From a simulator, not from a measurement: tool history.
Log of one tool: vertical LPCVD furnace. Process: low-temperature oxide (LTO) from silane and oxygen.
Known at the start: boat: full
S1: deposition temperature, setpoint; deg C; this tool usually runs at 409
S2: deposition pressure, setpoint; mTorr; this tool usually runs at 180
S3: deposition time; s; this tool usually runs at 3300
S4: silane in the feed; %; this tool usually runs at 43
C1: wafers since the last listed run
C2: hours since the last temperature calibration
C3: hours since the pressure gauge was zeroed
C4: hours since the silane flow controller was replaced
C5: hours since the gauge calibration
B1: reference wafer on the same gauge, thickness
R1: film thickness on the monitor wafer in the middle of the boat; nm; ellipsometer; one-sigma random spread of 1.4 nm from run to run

| run | day | S1 | S2 | S3 | S4 | C1 | C2 | C3 | C4 | C5 | B1 | R1 |
|---|---|---|---|---|---|---|---|---|---|---|---|---|
| 1 | 0 | 409 | 180 | 3300 | 45 | 0 | 2910.5 | 2002.3 | 4731.2 | 922.2 | 576.2 | 548.65 |
| 2 | 2.958 | 409 | 180 | 3300 | 43 | 1165 | 2981.5 | 2073.3 | 4802.2 | 993.2 | 575.99 | 523.76 |
| 3 | 5.812 | 409 | 180 | 3300 | 43 | 1124 | 3050 | 2141.8 | 4870.7 | 1061.7 | 575.9 | 523.87 |
| 4 | 7.925 | 409 | 180 | 3300 | 43 | 832 | 3100.7 | 2192.5 | 4921.4 | 1112.4 | 575.82 | 525.01 |
|  | 13.55 | gauge calibrated |
| 5 | 14.942 | 409 | 180 | 3300 | 46 | 2764 | 3269.1 | 2360.9 | 5089.8 | 33.4 | 575.5 | 561.71 |
| 6 | 16.042 | 409 | 180 | 3300 | 46 | 433 | 3295.5 | 2387.3 | 5116.2 | 59.8 | 576 | 562.23 |
|  | 19.483 | thermocouples replaced and temperature profile calibrated |
| 7 | 19.504 | 409 | 195 | 3300 | 43 | 970 | 0.5 | 2470.4 | 5199.3 | 142.9 | 576 | 571.36 |
| 8 | 19.862 | 409 | 180 | 3300 | 43 | 141 | 9.1 | 2479 | 5207.9 | 151.5 | 575.74 | 526.04 |
| 9 | 21.229 | 409 | 205 | 3300 | 43 | 538 | 41.9 | 2511.8 | 5240.7 | 184.3 | 575.96 | 600.76 |
| 10 | 23.629 | 417 | 180 | 3300 | 43 | 945 | 99.5 | 2569.4 | 5298.3 | 241.9 | 575.97 | 570.5 |
|  | 27.412 | silane flow controller replaced |
| 11 | 28.817 | 409 | 180 | 4290 | 37 | 1649 | 224 | 2693.9 | 33.7 | 366.4 | 576.17 | 598.33 |
| 12 | 30.562 | 409 | 180 | 3300 | 43 | 687 | 265.9 | 2735.8 | 75.6 | 408.3 | 575.56 | 538.48 |
|  | 35.05 | pressure gauge zeroed |
| 13 | 36.192 | 409 | 195 | 3840 | 40 | 1823 | 401 | 27.4 | 210.7 | 543.4 | 576.32 | 630.53 |
| 14 | 37.933 | 409 | 160 | 3300 | 37 | 686 | 442.8 | 69.2 | 252.5 | 585.2 | 575.86 | 408.38 |
|  | 40.083 | silane flow controller replaced, repeated, since the last time left the tool worse |
| 15 | 40.104 | 413 | 155 | 4200 | 39 | 461 | 494.9 | 121.3 | 0.5 | 637.3 | 575.56 | 525.29 |
| 16 | 41.354 | 409 | 205 | 3870 | 50 | 492 | 524.9 | 151.3 | 30.5 | 667.3 | 575.81 | 788.98 |
| 17 | 42.354 | 409 | 180 | 3300 | 43 | 393 | 548.9 | 175.3 | 54.5 | 691.3 | 575.59 | 513.16 |
| 18 | 43.388 | 409 | 150 | 3840 | 39 | 407 | 573.7 | 200.1 | 79.3 | 716.1 | 576.02 | 447.01 |
| 19 | 47.442 | 409 | 180 | 3300 | 43 | 1597 | 671 | 297.4 | 176.6 | 813.4 | 576.01 | 515.72 |
| 20 | 49.854 | 409 | 160 | 4200 | 40 | 950 | 728.9 | 355.3 | 234.5 | 871.3 | 575.98 | 540.72 |
| 21 | 51.721 | 409 | 180 | 3300 | 43 | 735 | 773.7 | 400.1 | 279.3 | 916.1 | 575.7 | 514.02 |
| 22 | 52.75 | 403 | 180 | 3300 | 43 | 405 | 798.4 | 424.8 | 304 | 940.8 | 575.53 | 482.97 |

Expected results for the next run?
| 23 | 55.483 | 402 | 145 | 3300 | 43 | 1076 | 864 | 490.4 | 369.6 | 1006.4 | ? | ? |

B1: 576.17
R1: 384.93 nm
Without the tool's hidden state the same run would have given R1 385.47 nm.
